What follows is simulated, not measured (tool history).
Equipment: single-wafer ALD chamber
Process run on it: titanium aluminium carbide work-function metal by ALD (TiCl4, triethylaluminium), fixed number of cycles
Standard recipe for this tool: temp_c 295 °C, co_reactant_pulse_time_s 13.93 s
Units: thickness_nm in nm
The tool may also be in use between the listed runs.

| run | hour | temp_c | co_reactant_pulse_time_s | read-back reference wafer on the same gauge, thickness_nm | thickness_nm |
|---|---|---|---|---|---|
| 1 | 0.0 | 295 | 13.93 | 2.260 | 2.040 |
| 2 | 9.3 | 295 | 13.93 | 2.259 | 2.031 |
| 3 | 23.9 | 295 | 13.93 | 2.260 | 2.021 |
| 4 | 31.8 | 295 | 13.93 | 2.260 | 2.016 |
| 5 | 39.4 | 299 | 13.93 | 2.259 | 2.049 |
| 6 | 45.6 | 299 | 13.93 | 2.261 | 2.064 |
| 7 | 62.5 | 299 | 13.93 | 2.259 | 2.041 |
| 8 | 73.1 | 295 | 13.93 | 2.260 | 1.985 |
| 9 | 88.0 | 287 | 13.93 | 2.260 | 1.901 |
|  | 99.5 | gauge calibrated |
| 10 | 102.8 | 283 | 17.69 | 2.261 | 1.984 |
| 11 | 118.6 | 283 | 17.69 | 2.261 | 1.976 |
| 12 | 127.3 | 295 | 18.12 | 2.259 | 2.116 |
|  | 137.0 | triethylaluminium bottle replaced |
| 13 | 138.2 | 295 | 13.93 | 2.261 | 2.181 |
| 14 | 148.4 | 295 | 13.93 | 2.260 | 2.190 |
| 15 | 156.9 | 288 | 19.29 | 2.260 | 2.133 |
| 16 | 166.4 | 295 | 13.93 | 2.260 | 2.185 |
| 17 | 174.2 | 281 | 11.53 | 2.259 | 1.975 |
| 18 | 187.9 | 295 | 13.93 | 2.260 | 2.180 |
|  | 196.7 | showerhead replaced |
| 19 | 204.4 | 295 | 18.29 | 2.259 | 2.203 |
| 20 | 214.2 | 303 | 16.51 | 2.260 | 2.290 |
| 21 | 227.2 | 281 | 16.63 | 2.259 | 2.049 |
| 22 | 241.3 | 284 | 17.40 | 2.260 | 2.094 |
| 23 | 258.5 | 295 | 13.93 | 2.261 | 2.182 |
|  | 268.4 | thermocouple changed; heater temperature recalibrated |
| 24 | 270.0 | 303 | 18.56 | 2.259 | 2.249 |
| 25 | 282.0 | 295 | 13.93 | 2.259 | 2.139 |
| 26 | 294.4 | 307 | 17.24 | 2.260 | 2.282 |
| 27 | 310.6 | 295 | 13.93 | 2.261 | 2.138 |
| 28 | 320.1 | 295 | 13.93 | 2.262 | 2.130 |
| 29 | 334.6 | 305 | 11.05 | 2.260 | 2.156 |
| 30 | 375.0 | 301 | 10.46 | 2.261 | 2.065 |
| 31 | 392.8 | 295 | 17.48 | 2.261 | 2.152 |
| 32 | 431.3 | 306 | 18.48 | 2.259 | 2.279 |

5 ways to go on from here, each from the tool as it stands after run 32. What would each give?
| A | 431.7 | 306 | 13.93 | ? | ? |
| B | 431.7 | 302 | 13.93 | ? | ? |
| C | 431.7 | 305 | 18.71 | ? | ? |
| D | 431.7 | 307 | 16.96 | ? | ? |
| E | 431.7 | 289 | 17.66 | ? | ? |

| run | read-back reference wafer on the same gauge, thickness_nm | thickness_nm |
|---|---|---|
| A | 2.262 | 2.245 |
| B | 2.262 | 2.201 |
| C | 2.262 | 2.257 |
| D | 2.262 | 2.276 |
| E | 2.262 | 2.082 |
With the hidden condition removed and each run's random variation left untouched, the same runs would have given:
| run | thickness_nm |
|---|---|
| A | 2.256 |
| B | 2.212 |
| C | 2.262 |
| D | 2.282 |
| E | 2.087 |
